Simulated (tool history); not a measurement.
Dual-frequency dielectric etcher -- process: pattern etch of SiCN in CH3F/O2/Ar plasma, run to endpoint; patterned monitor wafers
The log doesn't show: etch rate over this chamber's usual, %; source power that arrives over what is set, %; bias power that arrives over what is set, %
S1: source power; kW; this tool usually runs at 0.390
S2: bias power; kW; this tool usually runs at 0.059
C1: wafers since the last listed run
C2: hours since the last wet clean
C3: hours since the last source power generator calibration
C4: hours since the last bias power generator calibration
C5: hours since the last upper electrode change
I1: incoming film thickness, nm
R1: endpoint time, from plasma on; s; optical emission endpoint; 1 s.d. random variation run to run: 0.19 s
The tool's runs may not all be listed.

run 1 day=0.000 | S1=0.390 S2=0.059 | C1=0 C2=460.0 C3=3877.6 C4=2889.4 C5=3304.3 | I1=7.88 | R1=20.7
-- day=2.921 wet clean of the chamber
run 2 day=3.746 | S1=0.390 S2=0.059 | C1=926 C2=19.8 C3=3967.5 C4=2979.3 C5=3394.2 | I1=7.89 | R1=21.8
run 3 day=6.479 | S1=0.390 S2=0.059 | C1=922 C2=85.4 C3=4033.1 C4=3044.9 C5=3459.8 | I1=7.92 | R1=21.7
run 4 day=8.125 | S1=0.390 S2=0.063 | C1=555 C2=124.9 C3=4072.6 C4=3084.4 C5=3499.3 | I1=7.98 | R1=21.1
run 5 day=11.042 | S1=0.390 S2=0.059 | C1=983 C2=194.9 C3=4142.6 C4=3154.4 C5=3569.3 | I1=7.91 | R1=21.3
run 6 day=15.179 | S1=0.390 S2=0.059 | C1=1395 C2=294.2 C3=4241.9 C4=3253.7 C5=3668.6 | I1=7.96 | R1=21.4
run 7 day=18.275 | S1=0.390 S2=0.059 | C1=1044 C2=368.5 C3=4316.2 C4=3328.0 C5=3742.9 | I1=7.92 | R1=21.1
run 8 day=22.354 | S1=0.320 S2=0.068 | C1=1376 C2=466.4 C3=4414.1 C4=3425.9 C5=3840.8 | I1=7.95 | R1=22.6
-- day=23.246 source power generator calibrated
-- day=24.138 bias power generator calibrated
-- day=24.754 upper electrode replaced
-- day=27.662 wet clean of the chamber
run 9 day=27.683 | S1=0.390 S2=0.059 | C1=1138 C2=0.5 C3=106.5 C4=85.1 C5=70.3 | I1=7.95 | R1=22.0
run 10 day=28.508 | S1=0.420 S2=0.074 | C1=278 C2=20.3 C3=126.3 C4=104.9 C5=90.1 | I1=7.88 | R1=19.6
run 11 day=32.558 | S1=0.440 S2=0.067 | C1=1366 C2=117.5 C3=223.5 C4=202.1 C5=187.3 | I1=7.91 | R1=19.3
run 12 day=34.488 | S1=0.330 S2=0.050 | C1=650 C2=163.8 C3=269.8 C4=248.4 C5=233.6 | I1=7.94 | R1=25.1
run 13 day=36.100 | S1=0.390 S2=0.046 | C1=544 C2=202.5 C3=308.5 C4=287.1 C5=272.3 | I1=7.87 | R1=23.3
run 14 day=46.358 | S1=0.440 S2=0.051 | C1=3460 C2=448.7 C3=554.7 C4=533.3 C5=518.5 | I1=7.95 | R1=20.2
-- day=49.804 wet clean of the chamber
run 15 day=49.825 | S1=0.390 S2=0.059 | C1=832 C2=0.5 C3=637.9 C4=616.5 C5=601.7 | I1=7.85 | R1=21.5

Branching from run 15: 3 alternative next runs. What would each branch give?
run A day=49.842 | S1=0.460 S2=0.059 | C1=5 C2=0.9 C3=638.3 C4=616.9 C5=602.1 | I1=7.93 | R1=?
run B day=49.842 | S1=0.480 S2=0.059 | C1=5 C2=0.9 C3=638.3 C4=616.9 C5=602.1 | I1=7.93 | R1=?
run C day=49.842 | S1=0.360 S2=0.052 | C1=5 C2=0.9 C3=638.3 C4=616.9 C5=602.1 | I1=7.93 | R1=?

run=A R1=19.7
run=B R1=19.2
run=C R1=23.7
Had the tool no hidden state, the same runs would have come out as:
run=A R1=19.7
run=B R1=19.2
run=C R1=23.7

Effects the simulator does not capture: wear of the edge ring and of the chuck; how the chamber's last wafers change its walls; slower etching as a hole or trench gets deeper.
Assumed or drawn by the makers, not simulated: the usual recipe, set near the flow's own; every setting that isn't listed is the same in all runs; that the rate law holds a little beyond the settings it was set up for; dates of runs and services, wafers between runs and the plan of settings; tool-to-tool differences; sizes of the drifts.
